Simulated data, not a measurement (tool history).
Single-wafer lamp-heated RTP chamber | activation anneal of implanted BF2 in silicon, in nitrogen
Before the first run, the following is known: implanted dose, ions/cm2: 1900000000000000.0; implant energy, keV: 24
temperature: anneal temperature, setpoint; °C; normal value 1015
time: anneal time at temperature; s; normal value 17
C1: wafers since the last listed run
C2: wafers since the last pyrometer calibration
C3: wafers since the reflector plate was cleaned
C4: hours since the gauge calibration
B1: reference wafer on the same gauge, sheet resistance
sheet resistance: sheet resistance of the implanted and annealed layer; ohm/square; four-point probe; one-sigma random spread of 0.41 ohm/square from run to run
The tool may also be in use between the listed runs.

{"run": 1, "day": 0.0, "temperature": 1015, "time": 17, "C1": 0, "C2": 2406, "C3": 501, "C4": 239.1, "B1": 133.9, "sheet resistance": 149.12}
{"run": 2, "day": 3.412, "temperature": 1015, "time": 17, "C1": 1981, "C2": 4388, "C3": 2483, "C4": 321, "B1": 134.16, "sheet resistance": 149.67}
{"run": 3, "day": 11.046, "temperature": 1015, "time": 17, "C1": 4433, "C2": 8821, "C3": 6916, "C4": 504.2, "B1": 134.11, "sheet resistance": 147.69}
{"day": 12.183, "done": "pyrometer window cleaned and pyrometer calibrated"}
{"run": 4, "day": 12.462, "temperature": 1015, "time": 17, "C1": 629, "C2": 162, "C3": 7545, "C4": 538.2, "B1": 134.05, "sheet resistance": 150.73}
{"run": 5, "day": 15.417, "temperature": 1015, "time": 17, "C1": 1715, "C2": 1877, "C3": 9261, "C4": 609.1, "B1": 134.09, "sheet resistance": 151.5}
{"day": 17.75, "done": "reflector plate cleaned"}
{"run": 6, "day": 17.996, "temperature": 1015, "time": 17, "C1": 1304, "C2": 3181, "C3": 143, "C4": 671, "B1": 134.1, "sheet resistance": 150.26}
{"run": 7, "day": 20.588, "temperature": 1015, "time": 17, "C1": 1505, "C2": 4687, "C3": 1648, "C4": 733.2, "B1": 133.89, "sheet resistance": 150.16}
{"run": 8, "day": 23.396, "temperature": 1015, "time": 17, "C1": 1630, "C2": 6318, "C3": 3279, "C4": 800.6, "B1": 134.05, "sheet resistance": 148.82}
{"run": 9, "day": 25.467, "temperature": 1015, "time": 17, "C1": 1202, "C2": 7520, "C3": 4482, "C4": 850.3, "B1": 133.92, "sheet resistance": 147.92}
{"run": 10, "day": 28.462, "temperature": 1015, "time": 17, "C1": 1739, "C2": 9260, "C3": 6222, "C4": 922.2, "B1": 134, "sheet resistance": 146.88}
{"run": 11, "day": 30.708, "temperature": 1015, "time": 17, "C1": 1304, "C2": 10564, "C3": 7526, "C4": 976.1, "B1": 134.12, "sheet resistance": 146.51}
{"day": 31.933, "done": "pyrometer window cleaned and pyrometer calibrated"}
{"run": 12, "day": 33.275, "temperature": 1015, "time": 17, "C1": 1297, "C2": 779, "C3": 8823, "C4": 1037.7, "B1": 133.92, "sheet resistance": 149.67}
{"day": 34.562, "done": "reflector plate cleaned"}
{"run": 13, "day": 36.112, "temperature": 1015, "time": 17, "C1": 1454, "C2": 2234, "C3": 899, "C4": 1105.8, "B1": 134.14, "sheet resistance": 149.68}
{"run": 14, "day": 38.929, "temperature": 1015, "time": 17, "C1": 1635, "C2": 3870, "C3": 2534, "C4": 1173.4, "B1": 134.1, "sheet resistance": 149.98}
{"run": 15, "day": 40.088, "temperature": 1033, "time": 17, "C1": 672, "C2": 4542, "C3": 3207, "C4": 1201.2, "B1": 133.98, "sheet resistance": 131.83}
{"run": 16, "day": 42.025, "temperature": 1033, "time": 17, "C1": 1125, "C2": 5667, "C3": 4332, "C4": 1247.7, "B1": 134.03, "sheet resistance": 131.37}
{"run": 17, "day": 43.529, "temperature": 1033, "time": 17, "C1": 873, "C2": 6541, "C3": 5206, "C4": 1283.8, "B1": 133.98, "sheet resistance": 130.84}
{"run": 18, "day": 45.312, "temperature": 1015, "time": 22, "C1": 1035, "C2": 7577, "C3": 6242, "C4": 1326.6, "B1": 133.94, "sheet resistance": 142.16}
{"run": 19, "day": 46.9, "temperature": 1015, "time": 17, "C1": 921, "C2": 8499, "C3": 7163, "C4": 1364.7, "B1": 134.03, "sheet resistance": 148.27}
{"run": 20, "day": 48.658, "temperature": 1031, "time": 11, "C1": 1021, "C2": 9520, "C3": 8185, "C4": 1406.9, "B1": 134.08, "sheet resistance": 141.55}
{"day": 49.1, "done": "pyrometer window cleaned and pyrometer calibrated"}
{"run": 21, "day": 50.075, "temperature": 1015, "time": 17, "C1": 629, "C2": 565, "C3": 8814, "C4": 1440.9, "B1": 133.93, "sheet resistance": 150.1}
{"day": 51.829, "done": "reflector plate cleaned"}
{"run": 22, "day": 52.204, "temperature": 1023, "time": 21, "C1": 1042, "C2": 1608, "C3": 216, "C4": 1492, "B1": 133.94, "sheet resistance": 137.19}
{"run": 23, "day": 54.733, "temperature": 988, "time": 22, "C1": 1468, "C2": 3077, "C3": 1685, "C4": 1552.7, "B1": 134.11, "sheet resistance": 178.09}
{"run": 24, "day": 57.208, "temperature": 1006, "time": 11, "C1": 1437, "C2": 4514, "C3": 3122, "C4": 1612.1, "B1": 134.2, "sheet resistance": 170.68}
{"run": 25, "day": 60.033, "temperature": 1024, "time": 12, "C1": 1640, "C2": 6155, "C3": 4763, "C4": 1679.9, "B1": 134.09, "sheet resistance": 147.89}
{"run": 26, "day": 62.988, "temperature": 1007, "time": 9, "C1": 1715, "C2": 7870, "C3": 6479, "C4": 1750.8, "B1": 134.01, "sheet resistance": 171.57}
{"run": 27, "day": 65.042, "temperature": 1033, "time": 17, "C1": 1192, "C2": 9063, "C3": 7672, "C4": 1800.1, "B1": 133.97, "sheet resistance": 130.03}
{"run": 28, "day": 66.558, "temperature": 1024, "time": 25, "C1": 880, "C2": 9944, "C3": 8552, "C4": 1836.5, "B1": 133.92, "sheet resistance": 128.1}
{"day": 67.596, "done": "pyrometer window cleaned and pyrometer calibrated"}
{"day": 68.225, "done": "gauge calibrated"}
{"run": 29, "day": 69.521, "temperature": 1003, "time": 22, "C1": 1526, "C2": 1117, "C3": 10079, "C4": 31.1, "B1": 133.88, "sheet resistance": 159.01}
{"run": 30, "day": 70.996, "temperature": 1039, "time": 9, "C1": 856, "C2": 1974, "C3": 10936, "C4": 66.5, "B1": 133.88, "sheet resistance": 141.46}
{"day": 71.417, "done": "reflector plate cleaned"}
{"run": 31, "day": 73.346, "temperature": 1025, "time": 13, "C1": 1171, "C2": 3145, "C3": 1121, "C4": 122.9, "B1": 133.97, "sheet resistance": 145.85}
{"run": 32, "day": 75.183, "temperature": 988, "time": 24, "C1": 1067, "C2": 4212, "C3": 2188, "C4": 167, "B1": 133.86, "sheet resistance": 174.58}
{"run": 33, "day": 77.975, "temperature": 1015, "time": 17, "C1": 1621, "C2": 5833, "C3": 3809, "C4": 234, "B1": 134.03, "sheet resistance": 149.25}
{"run": 34, "day": 79.375, "temperature": 1015, "time": 17, "C1": 813, "C2": 6646, "C3": 4622, "C4": 267.6, "B1": 134.12, "sheet resistance": 149.25}
{"day": 88.0, "done": "reflector plate cleaned"}
{"run": 35, "day": 88.238, "temperature": 1015, "time": 17, "C1": 4953, "C2": 11600, "C3": 137, "C4": 480.3, "B1": 134, "sheet resistance": 144.8}
{"day": 89.325, "done": "pyrometer window cleaned and pyrometer calibrated"}
{"run": 36, "day": 89.346, "temperature": 1015, "time": 17, "C1": 450, "C2": 10, "C3": 588, "C4": 506.9, "B1": 134.15, "sheet resistance": 150.26}
{"run": 37, "day": 90.496, "temperature": 1015, "time": 17, "C1": 667, "C2": 678, "C3": 1255, "C4": 534.5, "B1": 134.08, "sheet resistance": 150.37}

Hidden state at the last listed run before each entry between runs and at the first one after, where it differs:
In the gap between runs 3 and 4: pyrometer window cleaned and pyrometer calibrated (day 12.183)
  true wafer temperature minus pyrometer reading, K: 3.11 -> 0.237
  what was measured, less what the result would be without the hidden state, sheet resistance: -3.41 -> -0.27 ohm/square
In the gap between runs 5 and 6: reflector plate cleaned (day 17.75)
  true wafer temperature minus pyrometer reading, K: 0.35 -> 0.603
  what was measured, less what the result would be without the hidden state, sheet resistance: -0.39 -> -0.67 ohm/square
In the gap between runs 11 and 12: pyrometer window cleaned and pyrometer calibrated (day 31.933)
  true wafer temperature minus pyrometer reading, K: 3.96 -> 0.609
  what was measured, less what the result would be without the hidden state, sheet resistance: -4.31 -> -0.67 ohm/square
In the gap between runs 12 and 13: reflector plate cleaned (day 34.562)
  true wafer temperature minus pyrometer reading, K: 0.609 -> 0.779
  what was measured, less what the result would be without the hidden state, sheet resistance: -0.67 -> -0.87 ohm/square
In the gap between runs 20 and 21: pyrometer window cleaned and pyrometer calibrated (day 49.1)
  true wafer temperature minus pyrometer reading, K: 3.62 -> 0.327
  what was measured, less what the result would be without the hidden state, sheet resistance: -3.44 -> -0.36 ohm/square
In the gap between runs 21 and 22: reflector plate cleaned (day 51.829)
  true wafer temperature minus pyrometer reading, K: 0.327 -> 0.421
  what was measured, less what the result would be without the hidden state, sheet resistance: -0.36 -> -0.42 ohm/square
In the gap between runs 28 and 29: pyrometer window cleaned and pyrometer calibrated (day 67.596); gauge calibrated (day 68.225)
  true wafer temperature minus pyrometer reading, K: 3.62 -> 0.35
  what was measured, less what the result would be without the hidden state, sheet resistance: -3.51 -> -0.44 ohm/square
In the gap between runs 30 and 31: reflector plate cleaned (day 71.417)
  true wafer temperature minus pyrometer reading, K: 0.436 -> 0.669
  what was measured, less what the result would be without the hidden state, sheet resistance: -0.39 -> -0.67 ohm/square
In the gap between runs 34 and 35: reflector plate cleaned (day 88)
  true wafer temperature minus pyrometer reading, K: 1.82 -> 4.93
  what was measured, less what the result would be without the hidden state, sheet resistance: -2.01 -> -5.32 ohm/square
In the gap between runs 35 and 36: pyrometer window cleaned and pyrometer calibrated (day 89.325)
  true wafer temperature minus pyrometer reading, K: 4.93 -> 0.213
  what was measured, less what the result would be without the hidden state, sheet resistance: -5.32 -> -0.24 ohm/square
